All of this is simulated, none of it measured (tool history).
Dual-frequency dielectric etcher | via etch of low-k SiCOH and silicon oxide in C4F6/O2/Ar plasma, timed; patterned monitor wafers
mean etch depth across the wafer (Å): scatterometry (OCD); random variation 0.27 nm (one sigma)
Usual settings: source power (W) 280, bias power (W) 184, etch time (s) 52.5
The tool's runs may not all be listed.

| run | hour | source power (W) | bias power (W) | etch time (s) | read-back reference wafer on the same gauge, depth_nm | mean etch depth across the wafer (Å) |
|---|---|---|---|---|---|---|
| 1 | 0 | 280 | 184 | 52.5 | 136.9 | 1184 |
| 2 | 60.9 | 240 | 170 | 52.5 | 137 | 1029 |
| 3 | 93.7 | 240 | 170 | 52.5 | 137 | 1029 |
| 4 | 109.6 | 260 | 184 | 52.5 | 136.9 | 1125 |
| 5 | 144.6 | 260 | 184 | 52.5 | 137 | 1128 |
| 6 | 193 | 280 | 184 | 52.5 | 137.1 | 1182 |
| 7 | 225.4 | 280 | 184 | 52.5 | 137.1 | 1182 |
| 8 | 276 | 230 | 142 | 46.5 | 137 | 823 |
| 9 | 276.7 | 260 | 148 | 39 | 137 | 767 |
| 10 | 303.1 | 240 | 184 | 60 | 137.1 | 1225 |
| 11 | 329.8 | 320 | 145 | 46.5 | 137 | 1030 |
| 12 | 343 | 250 | 184 | 52.5 | 137.1 | 1101 |
| 13 | 370.7 | 280 | 184 | 52.5 | 137.1 | 1181 |
| 14 | 398.1 | 280 | 214 | 52.5 | 137 | 1252 |
| 15 | 421.1 | 280 | 184 | 52.5 | 137.1 | 1183 |

Taken out of this log: 5 entries between the listed runs. Where each belongs, and how the hidden state differs across it:
Between runs 5 and 6: wet clean of the chamber (hour 171.1)
  no hidden state differs between the two runs
Between runs 7 and 8: gauge calibrated (hour 228.5); bias power generator calibrated (hour 245.7); source power generator calibrated (hour 249.3); upper electrode replaced (hour 275.5)
  no hidden state differs between the two runs
